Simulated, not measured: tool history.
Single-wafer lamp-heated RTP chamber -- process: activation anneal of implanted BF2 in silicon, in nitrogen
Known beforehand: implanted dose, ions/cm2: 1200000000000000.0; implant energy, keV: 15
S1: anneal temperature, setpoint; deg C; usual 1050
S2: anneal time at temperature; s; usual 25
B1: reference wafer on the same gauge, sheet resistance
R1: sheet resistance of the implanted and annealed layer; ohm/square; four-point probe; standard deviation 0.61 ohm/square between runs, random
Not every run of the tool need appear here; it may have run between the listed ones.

run	hour	S1	S2	B1	R1
1	0.0	1050	25	134.10	140.23
# hour 45.0: pyrometer window cleaned and pyrometer calibrated
2	89.0	1050	25	134.89	141.02
3	119.7	1050	25	134.86	140.38
4	151.3	1050	30	135.20	138.28
# hour 161.0: reflector plate cleaned
5	175.4	1050	30	135.31	139.16
6	191.5	1067	25	135.46	126.91
# hour 206.2: gauge calibrated
7	222.6	1067	25	132.18	124.02
8	244.1	1067	25	132.44	123.81
# hour 275.2: pyrometer window cleaned and pyrometer calibrated
9	275.9	1050	25	132.39	139.76
10	296.0	1043	25	132.36	144.36
11	310.7	1043	25	132.70	143.55
12	339.7	1057	25	132.82	133.13
13	357.1	1057	25	132.76	133.23
14	389.9	1064	25	132.98	127.37
15	408.5	1064	25	133.34	126.94
16	439.6	1072	25	133.17	120.74
# hour 466.4: pyrometer window cleaned and pyrometer calibrated
17	472.3	1050	25	133.41	139.46
18	494.1	1028	40	133.59	143.97
19	523.1	1050	25	133.52	140.20
20	550.3	1025	30	133.67	154.57
21	565.9	1079	25	133.81	117.00
22	627.4	1069	13	134.21	138.83
23	661.6	1035	30	134.54	147.74
# hour 675.8: pyrometer window cleaned and pyrometer calibrated
24	692.2	1050	25	134.67	141.61
25	711.0	1042	12	134.64	164.72
# hour 734.9: reflector plate cleaned
# hour 755.4: gauge calibrated
26	768.2	1021	30	132.08	156.19
27	793.7	1050	25	132.08	138.18
28	812.6	1029	34	132.41	145.43
29	830.9	1041	29	132.29	141.53
# hour 862.2: pyrometer window cleaned and pyrometer calibrated
30	900.9	1050	25	132.74	138.77
31	927.6	1074	25	132.91	118.70
32	959.0	1065	18	132.97	134.36
33	993.1	1041	25	133.05	145.86
34	1009.0	1076	37	133.38	110.40
35	1038.1	1050	33	133.49	133.78

A few steps of R1 between consecutive runs. Split each: what settings, incoming material and random variation would produce without the hidden state, and what is left over for the hidden state, along with gauge scatter present in only one of the two compared results (measured, and without hidden state):
Hidden state at play: true wafer temperature minus pyrometer reading, K; wafer temperature error from the tarnished reflector plate, K; gauge reads high (%).
Run 6 -> 7: gauge calibrated. R1 -2.89 ohm/square: hidden state -3.02, all else +0.13.
Run 20 -> 21: S1 1025 -> 1079, S2 30 -> 25. R1 -37.57 ohm/square: hidden state -0.43, all else -37.14.
Run 21 -> 22: S1 1079 -> 1069, S2 25 -> 13. R1 +21.83 ohm/square: hidden state +0.63, all else +21.20.
Run 25 -> 26: S1 1042 -> 1021, S2 12 -> 30, reflector plate cleaned, gauge calibrated. R1 -8.53 ohm/square: hidden state -3.21, all else -5.32.
Run 33 -> 34: S1 1041 -> 1076, S2 25 -> 37. R1 -35.46 ohm/square: hidden state -0.26, all else -35.20.
Run 34 -> 35: S1 1076 -> 1050, S2 37 -> 33. R1 +23.38 ohm/square: hidden state +0.38, all else +23.00.

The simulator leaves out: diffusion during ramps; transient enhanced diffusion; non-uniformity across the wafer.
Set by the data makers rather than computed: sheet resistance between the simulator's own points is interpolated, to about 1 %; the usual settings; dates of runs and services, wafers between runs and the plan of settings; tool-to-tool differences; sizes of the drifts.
